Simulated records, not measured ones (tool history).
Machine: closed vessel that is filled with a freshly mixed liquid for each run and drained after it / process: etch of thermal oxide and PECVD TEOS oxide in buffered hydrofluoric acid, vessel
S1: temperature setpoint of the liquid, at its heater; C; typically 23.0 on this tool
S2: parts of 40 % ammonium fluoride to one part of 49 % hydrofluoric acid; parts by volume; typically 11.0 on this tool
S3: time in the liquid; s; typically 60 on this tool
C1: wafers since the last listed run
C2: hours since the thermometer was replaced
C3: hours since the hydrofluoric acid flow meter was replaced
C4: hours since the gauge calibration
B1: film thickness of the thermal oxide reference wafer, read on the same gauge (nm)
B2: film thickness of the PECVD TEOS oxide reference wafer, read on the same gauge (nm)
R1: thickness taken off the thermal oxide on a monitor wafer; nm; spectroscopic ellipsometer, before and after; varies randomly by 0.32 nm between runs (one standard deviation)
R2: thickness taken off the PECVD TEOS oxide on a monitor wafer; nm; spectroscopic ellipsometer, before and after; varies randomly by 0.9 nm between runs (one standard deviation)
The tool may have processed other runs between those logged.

run     day    S1    S2  S3    C1      C2      C3     C4      B1      B2      R1      R2
  1   0.000  23.0  11.0  60     0  1437.5  1128.8  264.0  130.01  140.02   54.45   99.88
  2   0.279  23.0  11.0  60   492  1444.2  1135.5  270.7  130.00  139.98   54.87   97.38
  3   0.633  19.5  11.0  60   625  1452.7  1144.0  279.2  130.01  139.97   44.96   80.47
  4   0.946  25.5   7.5  60   551  1460.2  1151.5  286.7  130.02  139.98   90.42  159.92
  5   1.446  23.0  11.0  60   882  1472.2  1163.5  298.7  129.99  139.99   54.92   96.11
  6   2.042  27.0   6.5  60  1051  1486.5  1177.8  313.0  129.96  139.98  110.21  200.70
  7   2.679  23.0  11.0  60  1125  1501.8  1193.1  328.3  130.00  140.00   54.69   98.98
  8   2.942  27.0  13.5  75   463  1508.1  1199.4  334.6  129.99  140.00   69.54  123.70
  9   3.358  25.5  13.0  50   735  1518.1  1209.4  344.6  130.02  139.97   44.34   80.06
      3.575  -- gauge calibrated
      4.562  -- hydrofluoric acid flow meter replaced
 10   5.329  23.0  11.0  60  3406  1565.4    18.4   42.1  130.01  139.99   54.48   97.66
 11   5.879  25.5   8.0  85   971  1578.6    31.6   55.3  129.98  139.99  116.63  215.71
 12   6.600  20.5  10.0  45  1272  1595.9    48.9   72.6  130.01  139.96   39.11   70.28
 13   6.858  19.5   7.5  45   456  1602.1    55.1   78.8  129.98  140.03   47.78   86.98
 14   7.238  23.0  12.5  35   669  1611.2    64.2   87.9  130.02  139.99   27.94   51.17
 15   7.767  23.0  11.0  60   934  1623.9    76.9  100.6  129.97  139.98   54.03   98.68
 16   8.450  23.0  13.0  35  1206  1640.3    93.3  117.0  130.01  140.05   26.87   48.40
 17   9.146  23.0  11.0  60  1228  1657.0   110.0  133.7  130.00  140.03   54.50   98.46
 18   9.608  23.0  11.0  60   816  1668.1   121.1  144.8  130.00  140.03   54.72   98.43
     10.583  -- thermometer replaced
 19  11.742  23.0  11.0  60  3692    27.8   172.3  196.0  130.00  140.02   54.36   98.36
 20  12.350  25.0  14.0  45  1074    42.4   186.9  210.6  130.00  139.98   35.70   65.20
 21  12.908  21.0  11.0  60   985    55.8   200.3  224.0  130.02  140.00   48.64   86.91
 22  13.333  20.0  10.0  70   750    66.0   210.5  234.2  130.02  139.99   58.89  106.75
 23  13.988  23.0  11.0  60  1154    81.7   226.2  249.9  130.01  139.96   54.11   97.85
 24  14.279  23.0   9.0  90   514    88.7   233.2  256.9  129.99  140.02   95.98  174.52
 25  14.867  23.0  11.0  60  1037   102.8   247.3  271.0  130.00  140.02   54.11   97.17
 26  15.262  23.0   9.0  60   698   112.3   256.8  280.5  130.01  139.95   64.01  114.28
 27  15.754  23.0  11.0  85   868   124.1   268.6  292.3  129.99  139.99   76.53  138.96

How the hidden state differs across the entries between the runs, from the last listed run before each to the first after it:
Run 9 -> run 10: gauge calibrated (day 3.575); hydrofluoric acid flow meter replaced (day 4.562)
  no difference in the tool's unlogged condition between these two runs
Run 18 -> run 19: thermometer replaced (day 10.583)
  no difference in the tool's unlogged condition between these two runs

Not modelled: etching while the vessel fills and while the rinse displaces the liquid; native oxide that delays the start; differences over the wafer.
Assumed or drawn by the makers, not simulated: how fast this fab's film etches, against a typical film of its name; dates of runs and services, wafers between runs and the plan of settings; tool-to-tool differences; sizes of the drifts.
